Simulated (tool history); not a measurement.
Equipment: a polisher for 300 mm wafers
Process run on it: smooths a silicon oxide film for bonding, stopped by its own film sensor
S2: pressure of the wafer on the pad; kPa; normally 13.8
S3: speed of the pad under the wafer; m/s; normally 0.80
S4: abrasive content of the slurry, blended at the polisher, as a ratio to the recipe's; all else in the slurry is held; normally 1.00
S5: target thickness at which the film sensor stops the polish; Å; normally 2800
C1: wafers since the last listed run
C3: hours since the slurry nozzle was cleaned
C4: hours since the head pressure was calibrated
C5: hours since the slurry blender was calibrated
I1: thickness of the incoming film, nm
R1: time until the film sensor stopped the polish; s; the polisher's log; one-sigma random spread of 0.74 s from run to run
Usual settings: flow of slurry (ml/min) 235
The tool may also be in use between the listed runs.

run 1 day=0.000 | flow_of_slurry_(ml/min)=235 S2=13.8 S3=0.80 S4=1.00 S5=2800 | C1=0 wafers_polished_on_this_pad=380 C3=399.6 C4=408.1 C5=162.8 | I1=317.5 | R1=63.8
-- day=0.004 slurry blender recalibrated
run 2 day=1.225 | flow_of_slurry_(ml/min)=235 S2=13.8 S3=0.80 S4=1.00 S5=2800 | C1=202 wafers_polished_on_this_pad=582 C3=429.0 C4=437.5 C5=29.3 | I1=321.3 | R1=69.6
run 3 day=1.829 | flow_of_slurry_(ml/min)=235 S2=13.8 S3=0.80 S4=1.00 S5=2800 | C1=100 wafers_polished_on_this_pad=683 C3=443.5 C4=452.0 C5=43.8 | I1=317.4 | R1=64.7
run 4 day=2.629 | flow_of_slurry_(ml/min)=235 S2=13.8 S3=0.80 S4=1.00 S5=2800 | C1=132 wafers_polished_on_this_pad=815 C3=462.7 C4=471.2 C5=63.0 | I1=316.4 | R1=63.1
-- day=2.821 head pressure recalibrated
-- day=3.875 worn pad replaced by a new one
run 5 day=4.475 | flow_of_slurry_(ml/min)=280 S2=13.8 S3=0.80 S4=0.90 S5=2800 | C1=264 wafers_polished_on_this_pad=99 C3=507.0 C4=39.7 C5=107.3 | I1=321.7 | R1=73.2
run 6 day=5.642 | flow_of_slurry_(ml/min)=235 S2=13.8 S3=0.80 S4=1.10 S5=2800 | C1=193 wafers_polished_on_this_pad=292 C3=535.0 C4=67.7 C5=135.3 | I1=323.0 | R1=69.7
run 7 day=6.567 | flow_of_slurry_(ml/min)=235 S2=13.8 S3=0.80 S4=1.10 S5=2800 | C1=153 wafers_polished_on_this_pad=445 C3=557.2 C4=89.9 C5=157.5 | I1=319.6 | R1=65.6
-- day=6.971 slurry blender recalibrated
run 8 day=7.279 | flow_of_slurry_(ml/min)=235 S2=13.8 S3=0.80 S4=1.00 S5=2800 | C1=104 wafers_polished_on_this_pad=550 C3=574.3 C4=107.0 C5=7.4 | I1=319.1 | R1=66.5
run 9 day=8.392 | flow_of_slurry_(ml/min)=235 S2=13.8 S3=0.80 S4=1.00 S5=2800 | C1=184 wafers_polished_on_this_pad=734 C3=601.0 C4=133.7 C5=34.1 | I1=319.4 | R1=67.9
run 10 day=9.004 | flow_of_slurry_(ml/min)=235 S2=13.8 S3=0.80 S4=1.00 S5=2800 | C1=101 wafers_polished_on_this_pad=836 C3=615.7 C4=148.4 C5=48.8 | I1=318.9 | R1=65.8
run 11 day=9.600 | flow_of_slurry_(ml/min)=235 S2=13.8 S3=0.80 S4=1.00 S5=2800 | C1=98 wafers_polished_on_this_pad=934 C3=630.0 C4=162.7 C5=63.1 | I1=315.6 | R1=60.6
run 12 day=10.208 | flow_of_slurry_(ml/min)=235 S2=13.8 S3=0.60 S4=1.00 S5=2800 | C1=100 wafers_polished_on_this_pad=1035 C3=644.6 C4=177.3 C5=77.7 | I1=321.9 | R1=91.1
-- day=10.525 worn pad replaced by a new one
run 13 day=11.517 | flow_of_slurry_(ml/min)=235 S2=13.8 S3=0.60 S4=1.00 S5=2800 | C1=189 wafers_polished_on_this_pad=164 C3=676.0 C4=208.7 C5=109.1 | I1=319.3 | R1=83.0
run 14 day=12.358 | flow_of_slurry_(ml/min)=235 S2=13.8 S3=0.60 S4=1.00 S5=2800 | C1=139 wafers_polished_on_this_pad=303 C3=696.2 C4=228.9 C5=129.3 | I1=322.2 | R1=91.1
-- day=13.700 slurry blender recalibrated
run 15 day=13.821 | flow_of_slurry_(ml/min)=235 S2=13.8 S3=0.80 S4=1.00 S5=2800 | C1=228 wafers_polished_on_this_pad=532 C3=731.3 C4=264.0 C5=2.9 | I1=317.6 | R1=63.0
run 16 day=14.925 | flow_of_slurry_(ml/min)=290 S2=10.3 S3=0.52 S4=1.00 S5=2800 | C1=182 wafers_polished_on_this_pad=715 C3=757.8 C4=290.5 C5=29.4 | I1=319.1 | R1=121.8
run 17 day=15.675 | flow_of_slurry_(ml/min)=235 S2=12.4 S3=0.94 S4=1.00 S5=2800 | C1=124 wafers_polished_on_this_pad=839 C3=775.8 C4=308.5 C5=47.4 | I1=321.1 | R1=67.6
-- day=16.321 worn pad replaced by a new one
run 18 day=16.742 | flow_of_slurry_(ml/min)=235 S2=13.8 S3=0.80 S4=1.00 S5=2800 | C1=149 wafers_polished_on_this_pad=70 C3=801.4 C4=334.1 C5=73.0 | I1=315.3 | R1=60.3
run 19 day=17.550 | flow_of_slurry_(ml/min)=235 S2=13.8 S3=0.80 S4=1.00 S5=2800 | C1=133 wafers_polished_on_this_pad=204 C3=820.8 C4=353.5 C5=92.4 | I1=320.4 | R1=68.4
run 20 day=18.612 | flow_of_slurry_(ml/min)=175 S2=9.7 S3=0.80 S4=0.90 S5=2800 | C1=176 wafers_polished_on_this_pad=380 C3=846.3 C4=379.0 C5=117.9 | I1=313.9 | R1=89.6
-- day=19.158 slurry nozzle cleaned
run 21 day=19.746 | flow_of_slurry_(ml/min)=235 S2=17.2 S3=0.60 S4=1.00 S5=2720 | C1=180 wafers_polished_on_this_pad=561 C3=14.1 C4=406.2 C5=145.1 | I1=319.0 | R1=79.5
-- day=20.308 slurry blender recalibrated
run 22 day=20.608 | flow_of_slurry_(ml/min)=235 S2=13.8 S3=0.80 S4=1.00 S5=2800 | C1=129 wafers_polished_on_this_pad=690 C3=34.8 C4=426.9 C5=7.2 | I1=316.0 | R1=63.1
run 23 day=21.246 | flow_of_slurry_(ml/min)=235 S2=13.8 S3=0.80 S4=1.30 S5=2710 | C1=105 wafers_polished_on_this_pad=795 C3=50.1 C4=442.2 C5=22.5 | I1=318.8 | R1=72.3
run 24 day=21.804 | flow_of_slurry_(ml/min)=300 S2=13.8 S3=1.02 S4=1.30 S5=2800 | C1=92 wafers_polished_on_this_pad=888 C3=63.5 C4=455.6 C5=35.9 | I1=321.2 | R1=51.0
-- day=22.554 worn pad replaced by a new one
-- day=23.029 head pressure recalibrated
run 25 day=23.246 | flow_of_slurry_(ml/min)=235 S2=13.8 S3=0.80 S4=1.00 S5=2800 | C1=197 wafers_polished_on_this_pad=100 C3=98.1 C4=5.2 C5=70.5 | I1=320.6 | R1=69.3
run 26 day=24.412 | flow_of_slurry_(ml/min)=190 S2=13.8 S3=1.04 S4=1.00 S5=2920 | C1=193 wafers_polished_on_this_pad=294 C3=126.1 C4=33.2 C5=98.5 | I1=317.4 | R1=35.9
-- day=26.417 slurry blender recalibrated
run 27 day=27.708 | flow_of_slurry_(ml/min)=285 S2=13.8 S3=0.68 S4=1.00 S5=2800 | C1=532 wafers_polished_on_this_pad=826 C3=205.2 C4=112.3 C5=31.0 | I1=322.6 | R1=83.0
-- day=28.046 worn pad replaced by a new one
run 28 day=28.983 | flow_of_slurry_(ml/min)=235 S2=10.3 S3=1.06 S4=0.70 S5=2710 | C1=183 wafers_polished_on_this_pad=155 C3=235.8 C4=142.9 C5=61.6 | I1=316.5 | R1=95.8
run 29 day=30.033 | flow_of_slurry_(ml/min)=235 S2=11.7 S3=0.62 S4=0.80 S5=2920 | C1=173 wafers_polished_on_this_pad=329 C3=261.0 C4=168.1 C5=86.8 | I1=316.3 | R1=68.1
run 30 day=30.833 | flow_of_slurry_(ml/min)=235 S2=15.2 S3=0.80 S4=1.00 S5=2800 | C1=132 wafers_polished_on_this_pad=461 C3=280.2 C4=187.3 C5=106.0 | I1=324.6 | R1=69.7

Here are 4 independent what-if runs from the current tool condition. What would each one return?
run A day=30.850 | flow_of_slurry_(ml/min)=235 S2=13.8 S3=0.80 S4=1.00 S5=2800 | C1=2 wafers_polished_on_this_pad=464 C3=280.6 C4=187.7 C5=106.4 | I1=317.4 | R1=?
run B day=30.850 | flow_of_slurry_(ml/min)=235 S2=13.8 S3=0.80 S4=1.25 S5=2800 | C1=2 wafers_polished_on_this_pad=464 C3=280.6 C4=187.7 C5=106.4 | I1=317.4 | R1=?
run C day=30.850 | flow_of_slurry_(ml/min)=170 S2=15.2 S3=0.80 S4=1.30 S5=2940 | C1=2 wafers_polished_on_this_pad=464 C3=280.6 C4=187.7 C5=106.4 | I1=317.4 | R1=?
run D day=30.850 | flow_of_slurry_(ml/min)=205 S2=16.5 S3=0.80 S4=0.80 S5=2900 | C1=2 wafers_polished_on_this_pad=464 C3=280.6 C4=187.7 C5=106.4 | I1=317.4 | R1=?

run=A R1=63.9
run=B R1=58.2
run=C R1=33.3
run=D R1=43.8
The same runs, with their run-to-run variation unchanged, on a tool lacking any hidden condition would have given:
run=A R1=63.9
run=B R1=58.2
run=C R1=33.3
run=D R1=43.8

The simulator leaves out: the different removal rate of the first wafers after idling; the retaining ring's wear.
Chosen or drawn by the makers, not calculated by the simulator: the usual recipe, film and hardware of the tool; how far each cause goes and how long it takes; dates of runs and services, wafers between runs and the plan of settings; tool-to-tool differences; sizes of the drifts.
